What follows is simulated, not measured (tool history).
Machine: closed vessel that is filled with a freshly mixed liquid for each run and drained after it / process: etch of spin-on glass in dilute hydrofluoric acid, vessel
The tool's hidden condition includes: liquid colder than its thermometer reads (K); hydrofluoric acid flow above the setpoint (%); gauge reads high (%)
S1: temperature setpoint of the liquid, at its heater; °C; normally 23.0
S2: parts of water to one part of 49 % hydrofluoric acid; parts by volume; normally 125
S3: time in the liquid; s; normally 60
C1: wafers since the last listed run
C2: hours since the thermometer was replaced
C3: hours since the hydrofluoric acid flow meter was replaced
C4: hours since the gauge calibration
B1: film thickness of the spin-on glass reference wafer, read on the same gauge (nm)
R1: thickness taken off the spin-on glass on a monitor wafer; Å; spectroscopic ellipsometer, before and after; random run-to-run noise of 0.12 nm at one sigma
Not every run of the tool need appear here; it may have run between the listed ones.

Run 1, hour 0.0: usual settings but S3 50 s; C1 0; C2 1366.1; C3 131.8; C4 2363.3; B1 128.14. Result: R1 138.3 Å.
Run 2, hour 160.1: usual settings but S1 20.0 °C; C1 23115; C2 1526.2; C3 291.9; C4 2523.4; B1 128.25. Result: R1 147.7 Å.
Run 3, hour 225.6: usual settings but S1 20.0 °C; C1 9456; C2 1591.7; C3 357.4; C4 2588.9; B1 128.29. Result: R1 148.9 Å.
Run 4, hour 290.2: usual settings but S3 40 s; C1 9326; C2 1656.3; C3 422.0; C4 2653.5; B1 128.32. Result: R1 111.1 Å.
At hour 316.0: gauge calibrated.
Run 5, hour 336.2: usual settings but S3 40 s; C1 6641; C2 1702.3; C3 468.0; C4 20.2; B1 120.17. Result: R1 104.0 Å.
Run 6, hour 386.0: usual settings but S1 24.5 °C; C1 7190; C2 1752.1; C3 517.8; C4 70.0; B1 120.67. Result: R1 167.6 Å.
Run 7, hour 422.3: usual settings but S1 24.5 °C; C1 5240; C2 1788.4; C3 554.1; C4 106.3; B1 120.99. Result: R1 165.0 Å.
Run 8, hour 464.7: usual settings but S2 105 parts by volume; C1 6121; C2 1830.8; C3 596.5; C4 148.7; B1 121.34. Result: R1 192.0 Å.
Run 9, hour 541.0: usual settings but S2 105 parts by volume; C1 11016; C2 1907.1; C3 672.8; C4 225.0; B1 122.01. Result: R1 192.2 Å.
Run 10, hour 633.7: usual settings but S2 105 parts by volume; C1 13383; C2 1999.8; C3 765.5; C4 317.7; B1 122.73. Result: R1 193.8 Å.
Run 11, hour 683.3: usual settings; C1 7161; C2 2049.4; C3 815.1; C4 367.3; B1 123.05. Result: R1 157.7 Å.
Run 12, hour 777.6: usual settings but S1 24.5 °C, S2 185 parts by volume; C1 13614; C2 2143.7; C3 909.4; C4 461.6; B1 123.71. Result: R1 104.9 Å.
Run 13, hour 885.3: usual settings but S1 25.5 °C, S2 90 parts by volume; C1 15549; C2 2251.4; C3 1017.1; C4 569.3; B1 124.34. Result: R1 259.1 Å.
At hour 912.8: thermometer replaced.
Run 14, hour 986.1: usual settings but S1 20.5 °C, S2 90 parts by volume, S3 75 s; C1 14409; C2 73.3; C3 1117.9; C4 670.1; B1 124.86. Result: R1 266.2 Å.
Run 15, hour 1022.6: usual settings; C1 5269; C2 109.8; C3 1154.4; C4 706.6; B1 125.07. Result: R1 162.6 Å.
Run 16, hour 1283.1: usual settings; C1 37610; C2 370.3; C3 1414.9; C4 967.1; B1 126.17. Result: R1 162.6 Å.
Run 17, hour 1389.8: usual settings but S1 20.5 °C, S3 75 s; C1 15405; C2 477.0; C3 1521.6; C4 1073.8; B1 126.57. Result: R1 184.5 Å.
Run 18, hour 1483.7: usual settings but S1 25.5 °C, S2 155 parts by volume; C1 13557; C2 570.9; C3 1615.5; C4 1167.7; B1 126.85. Result: R1 141.1 Å.
Run 19, hour 1572.0: usual settings but S1 19.0 °C, S2 150 parts by volume; C1 12748; C2 659.2; C3 1703.8; C4 1256.0; B1 127.12. Result: R1 112.7 Å.
Run 20, hour 1660.5: usual settings but S1 27.0 °C, S2 150 parts by volume; C1 12777; C2 747.7; C3 1792.3; C4 1344.5; B1 127.35. Result: R1 153.6 Å.
At hour 1676.8: hydrofluoric acid flow meter replaced.
Run 21, hour 1717.9: usual settings; C1 8142; C2 805.1; C3 41.1; C4 1401.9; B1 127.49. Result: R1 166.2 Å.
Run 22, hour 1758.3: usual settings but S1 26.0 °C, S2 65 parts by volume, S3 45 s; C1 5832; C2 845.5; C3 81.5; C4 1442.3; B1 127.58. Result: R1 289.4 Å.
Run 23, hour 1833.0: usual settings; C1 10785; C2 920.2; C3 156.2; C4 1517.0; B1 127.72. Result: R1 162.1 Å.
Run 24, hour 1889.7: usual settings but S3 35 s; C1 8186; C2 976.9; C3 212.9; C4 1573.7; B1 127.89. Result: R1 96.4 Å.
Run 25, hour 1942.5: usual settings but S1 24.5 °C, S3 70 s; C1 7623; C2 1029.7; C3 265.7; C4 1626.5; B1 127.95. Result: R1 203.5 Å.
Run 26, hour 1980.7: usual settings but S2 95 parts by volume; C1 5515; C2 1067.9; C3 303.9; C4 1664.7; B1 128.05. Result: R1 230.0 Å.
Run 27, hour 2130.9: usual settings but S1 20.5 °C, S2 160 parts by volume, S3 90 s; C1 21685; C2 1218.1; C3 454.1; C4 1814.9; B1 128.27. Result: R1 169.3 Å.
Run 28, hour 2177.0: usual settings; C1 6655; C2 1264.2; C3 500.2; C4 1861.0; B1 128.37. Result: R1 165.7 Å.
Run 29, hour 2263.1: usual settings; C1 12431; C2 1350.3; C3 586.3; C4 1947.1; B1 128.49. Result: R1 165.7 Å.
Run 30, hour 2313.7: usual settings; C1 7305; C2 1400.9; C3 636.9; C4 1997.7; B1 128.55. Result: R1 165.9 Å.
Run 31, hour 2380.5: usual settings but S1 26.0 °C; C1 9644; C2 1467.7; C3 703.7; C4 2064.5; B1 128.62. Result: R1 186.8 Å.
Run 32, hour 2458.6: usual settings but S1 19.5 °C, S3 35 s; C1 11276; C2 1545.8; C3 781.8; C4 2142.6; B1 128.70. Result: R1 85.2 Å.

Exercise: give the hidden state of the tool at every run:
liquid colder than its thermometer reads (K): 0 at every run
hydrofluoric acid flow above the setpoint (%): 0 at every run
H1: gauge reads high (%)
run     H1
  1   6.75
  2   6.86
  3    6.9
  4   6.94
  5  0.139
  6  0.542
  7  0.823
  8   1.14
  9   1.67
 10   2.26
 11   2.56
 12   3.08
 13   3.62
 14   4.07
 15   4.22
 16   5.15
 17   5.46
 18   5.71
 19   5.93
 20   6.12
 21   6.24
 22   6.32
 23   6.45
 24   6.55
 25   6.64
 26    6.7
 27   6.91
 28   6.96
 29   7.07
 30   7.12
 31   7.19
 32   7.26
